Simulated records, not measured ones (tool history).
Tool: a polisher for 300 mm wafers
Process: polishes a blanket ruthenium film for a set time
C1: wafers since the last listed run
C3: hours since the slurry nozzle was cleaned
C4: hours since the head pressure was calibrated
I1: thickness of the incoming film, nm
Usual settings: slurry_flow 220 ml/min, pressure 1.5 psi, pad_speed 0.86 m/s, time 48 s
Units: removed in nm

Run 1, hour 0.0: usual settings but slurry_flow 280 ml/min; C1 0; wafers polished on this pad 136; C3 115.3; C4 710.9; I1 525.3. Result: removed 31.0 nm.
Run 2, hour 17.6: usual settings; C1 271; wafers polished on this pad 408; C3 132.9; C4 728.5; I1 533.6. Result: removed 31.1 nm.
Run 3, hour 42.7: usual settings but pressure 1.7 psi; C1 387; wafers polished on this pad 796; C3 158.0; C4 753.6; I1 531.1. Result: removed 34.7 nm.
Run 4, hour 77.1: usual settings but pressure 1.7 psi; C1 531; wafers polished on this pad 1327; C3 192.4; C4 788.0; I1 528.7. Result: removed 34.9 nm.
Run 5, hour 89.6: usual settings; C1 192; wafers polished on this pad 1520; C3 204.9; C4 800.5; I1 537.0. Result: removed 31.0 nm.
Run 6, hour 118.8: usual settings; C1 450; wafers polished on this pad 1971; C3 234.1; C4 829.7; I1 529.5. Result: removed 30.5 nm.
Run 7, hour 132.9: usual settings; C1 217; wafers polished on this pad 2188; C3 248.2; C4 843.8; I1 531.1. Result: removed 31.4 nm.
Run 8, hour 146.5: usual settings but time 38 s; C1 209; wafers polished on this pad 2398; C3 261.8; C4 857.4; I1 531.4. Result: removed 24.4 nm.
Run 9, hour 172.2: usual settings but time 38 s; C1 396; wafers polished on this pad 2795; C3 287.5; C4 883.1; I1 530.0. Result: removed 24.3 nm.
Run 10, hour 185.7: usual settings but pressure 1.3 psi; C1 208; wafers polished on this pad 3003; C3 301.0; C4 896.6; I1 536.3. Result: removed 27.4 nm.
At hour 205.2: worn pad replaced by a new one.
Run 11, hour 214.6: usual settings but pressure 1.3 psi; C1 384; wafers polished on this pad 144; C3 329.9; C4 925.5; I1 527.2. Result: removed 27.0 nm.
Run 12, hour 237.9: usual settings; C1 359; wafers polished on this pad 504; C3 353.2; C4 948.8; I1 533.2. Result: removed 30.5 nm.
Run 13, hour 272.2: usual settings; C1 529; wafers polished on this pad 1033; C3 387.5; C4 983.1; I1 531.1. Result: removed 31.3 nm.
Run 14, hour 306.1: usual settings; C1 523; wafers polished on this pad 1557; C3 421.4; C4 1017.0; I1 535.9. Result: removed 31.3 nm.
Run 15, hour 326.8: usual settings; C1 319; wafers polished on this pad 1876; C3 442.1; C4 1037.7; I1 526.1. Result: removed 30.9 nm.
Run 16, hour 351.0: usual settings; C1 373; wafers polished on this pad 2250; C3 466.3; C4 1061.9; I1 535.4. Result: removed 30.6 nm.
Run 17, hour 379.7: usual settings; C1 443; wafers polished on this pad 2693; C3 495.0; C4 1090.6; I1 530.5. Result: removed 30.4 nm.
Run 18, hour 407.1: usual settings but slurry_flow 170 ml/min, pressure 1.7 psi, pad_speed 0.96 m/s, time 60 s; C1 423; wafers polished on this pad 3116; C3 522.4; C4 1118.0; I1 531.6. Result: removed 45.8 nm.
Run 19, hour 434.4: usual settings; C1 421; wafers polished on this pad 3537; C3 549.7; C4 1145.3; I1 522.0. Result: removed 30.1 nm.
At hour 457.1: worn pad replaced by a new one.
At hour 457.9: slurry nozzle cleaned.
Run 20, hour 461.7: usual settings but pad_speed 0.76 m/s; C1 348; wafers polished on this pad 59; C3 3.8; C4 1172.6; I1 527.0. Result: removed 28.9 nm.
Run 21, hour 485.6: usual settings but slurry_flow 270 ml/min, pressure 1.3 psi, time 60 s; C1 368; wafers polished on this pad 428; C3 27.7; C4 1196.5; I1 532.4. Result: removed 35.4 nm.
Run 22, hour 517.6: usual settings but slurry_flow 295 ml/min, pressure 1.7 psi; C1 494; wafers polished on this pad 922; C3 59.7; C4 1228.5; I1 526.2. Result: removed 37.9 nm.
At hour 540.6: head pressure recalibrated.
Run 23, hour 541.1: usual settings; C1 331; wafers polished on this pad 1254; C3 83.2; C4 0.5; I1 525.5. Result: removed 29.6 nm.
Run 24, hour 631.6: usual settings but time 60 s; C1 1397; wafers polished on this pad 2651; C3 173.7; C4 91.0; I1 526.9. Result: removed 37.3 nm.
Run 25, hour 659.3: usual settings; C1 427; wafers polished on this pad 3079; C3 201.4; C4 118.7; I1 522.7. Result: removed 29.4 nm.
At hour 673.7: worn pad replaced by a new one.
Run 26, hour 683.0: usual settings but slurry_flow 285 ml/min, pressure 1.3 psi, pad_speed 1.04 m/s, time 57 s; C1 304; wafers polished on this pad 143; C3 225.1; C4 142.4; I1 531.6. Result: removed 38.3 nm.
Run 27, hour 711.1: usual settings; C1 433; wafers polished on this pad 577; C3 253.2; C4 170.5; I1 530.9. Result: removed 29.6 nm.
Run 28, hour 727.4: usual settings but pad_speed 0.68 m/s; C1 251; wafers polished on this pad 828; C3 269.5; C4 186.8; I1 531.5. Result: removed 23.6 nm.
Run 29, hour 760.8: usual settings but pressure 1.9 psi, pad_speed 0.96 m/s; C1 515; wafers polished on this pad 1344; C3 302.9; C4 220.2; I1 538.1. Result: removed 41.5 nm.
Run 30, hour 781.2: usual settings but pressure 1.7 psi, pad_speed 0.78 m/s, time 53 s; C1 314; wafers polished on this pad 1659; C3 323.3; C4 240.6; I1 524.4. Result: removed 34.2 nm.
Run 31, hour 862.8: usual settings but time 53 s; C1 1259; wafers polished on this pad 2919; C3 404.9; C4 322.2; I1 522.1. Result: removed 32.7 nm.
Run 32, hour 893.6: usual settings but slurry_flow 270 ml/min, pressure 1.9 psi, time 38 s; C1 475; wafers polished on this pad 3394; C3 435.7; C4 353.0; I1 528.2. Result: removed 29.6 nm.
At hour 912.5: worn pad replaced by a new one.
Run 33, hour 916.4: usual settings but pressure 1.9 psi, pad_speed 1.12 m/s; C1 290; wafers polished on this pad 60; C3 458.5; C4 375.8; I1 539.4. Result: removed 47.2 nm.
Run 34, hour 939.2: usual settings but pad_speed 1.06 m/s; C1 352; wafers polished on this pad 412; C3 481.3; C4 398.6; I1 524.7. Result: removed 36.0 nm.
Run 35, hour 957.0: usual settings; C1 274; wafers polished on this pad 687; C3 499.1; C4 416.4; I1 534.6. Result: removed 29.6 nm.
Run 36, hour 975.9: usual settings; C1 291; wafers polished on this pad 979; C3 518.0; C4 435.3; I1 520.9. Result: removed 29.7 nm.
Run 37, hour 1002.7: usual settings but pressure 1.7 psi, pad_speed 0.98 m/s; C1 413; wafers polished on this pad 1393; C3 544.8; C4 462.1; I1 523.6. Result: removed 36.7 nm.
Run 38, hour 1015.6: usual settings but pressure 1.9 psi, time 60 s; C1 199; wafers polished on this pad 1592; C3 557.7; C4 475.0; I1 526.7. Result: removed 44.4 nm.

What the log doesn't show, run by run:
removal rate lost through wear of the pad, %: 0 in every run
H1: slurry flow missing at the pad, %
H2: deviation of the head's pressure from its setpoint, %
run    H1     H2
  1  5.12   5.95
  2  5.55    6.1
  3  6.26   6.31
  4  7.43   6.59
  5  7.91   6.69
  6  9.15   6.93
  7  9.81   7.05
  8  10.5   7.16
  9  11.9   7.38
 10  12.6   7.49
 11  14.4   7.73
 12  15.9   7.92
 13  18.4    8.2
 14  21.1   8.48
 15  22.8   8.65
 16  24.9   8.85
 17  27.6   9.09
 18  30.3   9.32
 19  33.2   9.54
 20  1.75   9.77
 21  1.83   9.97
 22   2.1   10.2
 23  2.43  0.451
 24  4.68    1.2
 25  5.69   1.43
 26  6.67   1.62
 27  7.98   1.86
 28  8.81   1.99
 29  10.7   2.27
 30  11.9   2.44
 31  17.7   3.11
 32  20.2   3.36
 33  22.2   3.55
 34  24.2   3.74
 35  25.9   3.89
 36  27.8   4.04
 37  30.6   4.27
 38    32   4.37
